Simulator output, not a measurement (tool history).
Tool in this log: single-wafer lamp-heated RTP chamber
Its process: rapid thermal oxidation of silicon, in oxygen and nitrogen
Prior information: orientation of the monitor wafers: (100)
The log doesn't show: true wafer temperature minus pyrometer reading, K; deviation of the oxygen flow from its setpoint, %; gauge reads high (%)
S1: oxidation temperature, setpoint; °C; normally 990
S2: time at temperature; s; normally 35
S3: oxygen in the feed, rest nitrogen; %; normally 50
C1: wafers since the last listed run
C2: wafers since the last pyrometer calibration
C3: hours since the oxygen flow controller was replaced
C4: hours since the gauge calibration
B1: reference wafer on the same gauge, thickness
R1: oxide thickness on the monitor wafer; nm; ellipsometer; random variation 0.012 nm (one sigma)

run	day	S1	S2	S3	C1	C2	C3	C4	B1	R1
1	0	990	35	50	0	3463	4115.9	61.8	4.425	3.844
2	1.592	990	35	50	336	3800	4154.1	100	4.431	3.864
3	3.1	990	35	50	319	4120	4190.3	136.2	4.432	3.834
4	4.288	990	27	50	251	4371	4218.8	164.7	4.436	3.533
5	7.042	990	27	50	583	4954	4284.9	230.8	4.426	3.527
6	9.233	990	25	50	463	5418	4337.5	283.4	4.429	3.46
7	11.375	990	25	50	453	5871	4388.9	334.8	4.427	3.463
# day 13.942: gauge calibrated
8	18.088	990	35	50	1420	7292	4550	99.5	4.432	3.913
# day 18.942: oxygen flow controller replaced
9	20.146	1009	20	76	365	7658	28.9	148.9	4.43	4.056
# day 20.875: pyrometer window cleaned and pyrometer calibrated
10	22.8	990	35	50	491	407	92.6	212.6	4.43	3.791
11	24.388	974	35	50	336	743	130.7	250.7	4.433	3.441

What will run 12 give?
12	26.525	990	35	64	452	1196	182	302	?	?

{"run 12": {"B1": 4.432, "R1": 4.089}}
Were there no unlogged condition in the tool, this run, its random variation unchanged, would have produced R1 4.034 nm.
